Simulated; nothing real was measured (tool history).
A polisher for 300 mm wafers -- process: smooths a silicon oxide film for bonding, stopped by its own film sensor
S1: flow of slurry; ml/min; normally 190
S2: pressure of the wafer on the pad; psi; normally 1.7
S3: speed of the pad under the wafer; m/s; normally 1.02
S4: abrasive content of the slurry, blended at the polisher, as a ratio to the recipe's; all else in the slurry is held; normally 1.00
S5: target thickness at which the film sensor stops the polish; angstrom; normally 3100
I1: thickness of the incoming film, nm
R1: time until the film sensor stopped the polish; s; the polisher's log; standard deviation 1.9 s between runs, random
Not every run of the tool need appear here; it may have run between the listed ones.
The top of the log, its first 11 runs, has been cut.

run	hour	S1	S2	S3	S4	S5	I1	R1
12	383.5	255	1.9	0.74	1.00	3100	366.7	118.7
# hour 399.8: slurry blender recalibrated
13	400.4	190	1.7	1.02	1.10	3100	368.1	101.3
# hour 406.0: slurry nozzle cleaned
# hour 421.8: worn pad replaced by a new one
14	432.1	210	2.1	0.76	1.00	3100	370.0	107.1
15	463.2	190	1.7	1.24	1.00	3100	368.3	96.1
16	479.6	190	1.5	1.02	1.00	3100	363.9	119.5
17	494.1	190	1.2	1.02	1.25	3100	367.1	135.2
18	512.4	145	1.7	1.02	1.00	3100	369.7	123.3
19	533.8	190	1.7	0.68	0.85	2940	365.8	194.7

Run 20 has not been measured yet. What should we expect?
20	547.4	190	1.7	1.02	1.00	3100	368.8	?

R1: 115.7 s
Were there no unlogged condition in the tool, this run, its random variation unchanged, would have produced R1 109.0 s.

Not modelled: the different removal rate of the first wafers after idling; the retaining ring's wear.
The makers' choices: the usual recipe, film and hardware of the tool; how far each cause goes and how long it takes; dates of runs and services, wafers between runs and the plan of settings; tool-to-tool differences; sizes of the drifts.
